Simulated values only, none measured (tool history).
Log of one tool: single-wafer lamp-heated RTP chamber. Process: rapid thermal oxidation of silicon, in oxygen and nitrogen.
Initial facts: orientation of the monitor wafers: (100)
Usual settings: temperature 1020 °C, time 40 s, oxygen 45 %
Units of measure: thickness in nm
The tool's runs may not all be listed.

run,hour,temperature,time,oxygen,wafers since the last listed run,wafers since the last pyrometer calibration,hours since the oxygen flow controller was replaced,hours since the gauge calibration,"read-back reference wafer on the same gauge, thickness",thickness
1,0.0,1020,40,45,0,1733,1986.1,59.7,4.482,4.464
# hour 14.6: pyrometer window cleaned and pyrometer calibrated
2,15.5,1020,40,45,95,10,2001.6,75.2,4.477,4.260
3,49.5,999,40,45,432,443,2035.6,109.2,4.479,3.837
4,62.8,999,40,45,169,613,2048.9,122.5,4.487,3.842
5,95.1,999,40,45,411,1024,2081.2,154.8,4.482,3.869
6,114.8,1020,40,45,250,1275,2100.9,174.5,4.476,4.469
# hour 164.4: pyrometer window cleaned and pyrometer calibrated
7,200.6,1020,40,45,990,461,2186.7,260.3,4.481,4.407
8,213.2,1020,40,45,160,621,2199.3,272.9,4.479,4.390
9,247.2,1020,35,30,432,1054,2233.3,306.9,4.474,3.685
10,259.4,1020,35,30,155,1209,2245.5,319.1,4.481,3.729
11,273.9,1020,35,30,184,1394,2260.0,333.6,4.487,3.725
12,294.0,1020,40,52,255,1650,2280.1,353.7,4.478,4.691
# hour 322.1: oxygen flow controller replaced
13,322.6,1020,40,52,262,1912,0.5,382.3,4.476,4.653
# hour 337.1: pyrometer window cleaned and pyrometer calibrated
14,337.6,1020,40,52,89,6,15.5,397.3,4.478,4.470
15,359.3,1020,40,45,276,282,37.2,419.0,4.481,4.331
16,381.9,1020,40,45,287,570,59.8,441.6,4.479,4.438
17,408.9,1020,40,45,343,914,86.8,468.6,4.482,4.450
18,435.9,1035,40,45,343,1258,113.8,495.6,4.478,4.931
19,456.7,1020,40,52,264,1523,134.6,516.4,4.481,4.689
20,472.7,999,40,45,203,1726,150.6,532.4,4.484,3.906
21,499.8,1012,58,63,345,2071,177.7,559.5,4.482,5.588
# hour 509.0: pyrometer window cleaned and pyrometer calibrated
22,520.2,1020,40,37,157,143,198.1,579.9,4.481,4.104
23,534.5,1020,54,72,182,325,212.4,594.2,4.476,5.816
# hour 545.9: gauge calibrated
24,558.1,1020,47,53,300,625,236.0,12.2,4.482,5.003
25,571.5,1009,58,45,170,796,249.4,25.6,4.479,4.757
26,595.1,1020,40,45,300,1096,273.0,49.2,4.475,4.453
27,627.4,1020,40,45,411,1508,305.3,81.5,4.483,4.439
28,651.9,1020,40,23,311,1820,329.8,106.0,4.477,3.646
29,676.2,1020,40,45,309,2129,354.1,130.3,4.479,4.524
# hour 691.9: pyrometer window cleaned and pyrometer calibrated
30,701.0,991,31,24,213,116,378.9,155.1,4.473,2.825
31,725.5,1001,54,45,311,428,403.4,179.6,4.476,4.374
32,754.3,1020,40,53,366,795,432.2,208.4,4.480,4.700
33,782.6,1039,53,31,360,1155,460.5,236.7,4.480,5.000
34,815.5,1020,54,72,418,1574,493.4,269.6,4.480,5.979

Branching from run 34: 4 alternative next runs. What would each branch give?
A,815.9,1020,51,45,5,1579,493.8,270.0,?,?
B,815.9,1046,46,31,5,1579,493.8,270.0,?,?
C,815.9,1033,40,45,5,1579,493.8,270.0,?,?
D,815.9,1035,59,27,5,1579,493.8,270.0,?,?

run,"read-back reference wafer on the same gauge, thickness",thickness
A,4.479,5.000
B,4.479,5.018
C,4.479,4.925
D,4.479,4.953
Without the tool's unlogged condition, the same runs would have read:
run,thickness
A,4.761
B,4.787
C,4.693
D,4.723

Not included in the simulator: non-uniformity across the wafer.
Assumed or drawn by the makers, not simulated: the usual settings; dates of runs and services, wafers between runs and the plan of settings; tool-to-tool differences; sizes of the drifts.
